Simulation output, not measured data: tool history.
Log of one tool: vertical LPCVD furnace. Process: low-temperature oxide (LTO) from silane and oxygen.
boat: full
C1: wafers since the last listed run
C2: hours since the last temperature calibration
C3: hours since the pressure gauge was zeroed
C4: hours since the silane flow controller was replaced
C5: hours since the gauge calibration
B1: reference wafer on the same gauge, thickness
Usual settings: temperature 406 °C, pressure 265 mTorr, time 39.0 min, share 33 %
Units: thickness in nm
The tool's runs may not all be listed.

{"run": 1, "hour": 0.0, "temperature": 406, "pressure": 265, "time": 39.0, "share": 33, "C1": 0, "C2": 2626.8, "C3": 3286.3, "C4": 7045.3, "C5": 405.0, "B1": 424.49, "thickness": 387.36}
{"run": 2, "hour": 41.5, "temperature": 406, "pressure": 265, "time": 39.0, "share": 33, "C1": 498, "C2": 2668.3, "C3": 3327.8, "C4": 7086.8, "C5": 446.5, "B1": 424.12, "thickness": 386.44}
{"run": 3, "hour": 102.5, "temperature": 406, "pressure": 265, "time": 39.0, "share": 33, "C1": 732, "C2": 2729.3, "C3": 3388.8, "C4": 7147.8, "C5": 507.5, "B1": 424.16, "thickness": 387.6}
{"run": 4, "hour": 169.4, "temperature": 406, "pressure": 265, "time": 39.0, "share": 33, "C1": 803, "C2": 2796.2, "C3": 3455.7, "C4": 7214.7, "C5": 574.4, "B1": 424.12, "thickness": 386.71}
{"run": 5, "hour": 222.8, "temperature": 406, "pressure": 265, "time": 39.0, "share": 33, "C1": 641, "C2": 2849.6, "C3": 3509.1, "C4": 7268.1, "C5": 627.8, "B1": 423.54, "thickness": 387.16}
{"run": 6, "hour": 265.3, "temperature": 406, "pressure": 265, "time": 47.5, "share": 33, "C1": 510, "C2": 2892.1, "C3": 3551.6, "C4": 7310.6, "C5": 670.3, "B1": 423.96, "thickness": 472.57}
{"run": 7, "hour": 336.6, "temperature": 406, "pressure": 265, "time": 47.5, "share": 33, "C1": 856, "C2": 2963.4, "C3": 3622.9, "C4": 7381.9, "C5": 741.6, "B1": 423.89, "thickness": 469.68}
{"run": 8, "hour": 375.9, "temperature": 406, "pressure": 265, "time": 47.5, "share": 33, "C1": 471, "C2": 3002.7, "C3": 3662.2, "C4": 7421.2, "C5": 780.9, "B1": 424.33, "thickness": 470.87}
{"run": 9, "hour": 425.1, "temperature": 416, "pressure": 215, "time": 39.0, "share": 39, "C1": 590, "C2": 3051.9, "C3": 3711.4, "C4": 7470.4, "C5": 830.1, "B1": 423.69, "thickness": 437.25}
{"run": 10, "hour": 479.9, "temperature": 411, "pressure": 265, "time": 39.0, "share": 33, "C1": 657, "C2": 3106.7, "C3": 3766.2, "C4": 7525.2, "C5": 884.9, "B1": 423.89, "thickness": 409.25}
{"hour": 665.6, "done": "silane flow controller replaced"}
{"hour": 696.9, "done": "thermocouples replaced and temperature profile calibrated"}
{"run": 11, "hour": 697.4, "temperature": 406, "pressure": 265, "time": 39.0, "share": 33, "C1": 2035, "C2": 0.5, "C3": 3983.7, "C4": 31.8, "C5": 1102.4, "B1": 424.29, "thickness": 372.95}
{"hour": 741.2, "done": "gauge calibrated"}
{"run": 12, "hour": 754.5, "temperature": 406, "pressure": 290, "time": 54.5, "share": 27, "C1": 685, "C2": 57.6, "C3": 4040.8, "C4": 88.9, "C5": 13.3, "B1": 424.14, "thickness": 426.53}
{"hour": 841.8, "done": "pressure gauge zeroed"}
{"run": 13, "hour": 874.6, "temperature": 411, "pressure": 295, "time": 39.0, "share": 35, "C1": 1153, "C2": 177.7, "C3": 32.8, "C4": 209.0, "C5": 133.4, "B1": 424.22, "thickness": 461.73}
{"run": 14, "hour": 940.7, "temperature": 406, "pressure": 265, "time": 47.5, "share": 33, "C1": 793, "C2": 243.8, "C3": 98.9, "C4": 275.1, "C5": 199.5, "B1": 423.83, "thickness": 445.61}
{"run": 15, "hour": 989.8, "temperature": 406, "pressure": 250, "time": 54.0, "share": 37, "C1": 589, "C2": 292.9, "C3": 148.0, "C4": 324.2, "C5": 248.6, "B1": 423.61, "thickness": 556.24}
{"run": 16, "hour": 1059.7, "temperature": 406, "pressure": 210, "time": 39.0, "share": 27, "C1": 839, "C2": 362.8, "C3": 217.9, "C4": 394.1, "C5": 318.5, "B1": 423.94, "thickness": 220.42}
{"run": 17, "hour": 1109.8, "temperature": 398, "pressure": 285, "time": 28.5, "share": 33, "C1": 601, "C2": 412.9, "C3": 268.0, "C4": 444.2, "C5": 368.6, "B1": 423.62, "thickness": 264.63}

4 ways to go on from here, each from the tool as it stands after run 17. What would each give?
{"run": "A", "hour": 1114.4, "temperature": 406, "pressure": 215, "time": 39.0, "share": 33, "C1": 55, "C2": 417.5, "C3": 272.6, "C4": 448.8, "C5": 373.2, "B1": "?", "thickness": "?"}
{"run": "B", "hour": 1114.4, "temperature": 406, "pressure": 325, "time": 28.5, "share": 29, "C1": 55, "C2": 417.5, "C3": 272.6, "C4": 448.8, "C5": 373.2, "B1": "?", "thickness": "?"}
{"run": "C", "hour": 1114.4, "temperature": 410, "pressure": 265, "time": 52.5, "share": 26, "C1": 55, "C2": 417.5, "C3": 272.6, "C4": 448.8, "C5": 373.2, "B1": "?", "thickness": "?"}
{"run": "D", "hour": 1114.4, "temperature": 410, "pressure": 265, "time": 48.0, "share": 33, "C1": 55, "C2": 417.5, "C3": 272.6, "C4": 448.8, "C5": 373.2, "B1": "?", "thickness": "?"}

run=A B1=424.02 thickness=301.61
run=B B1=424.02 thickness=275.53
run=C B1=424.02 thickness=369.38
run=D B1=424.02 thickness=476.74
Without the tool's hidden state the same runs would have given:
run=A thickness=289.97
run=B thickness=266.54
run=C thickness=356.20
run=D thickness=460.20
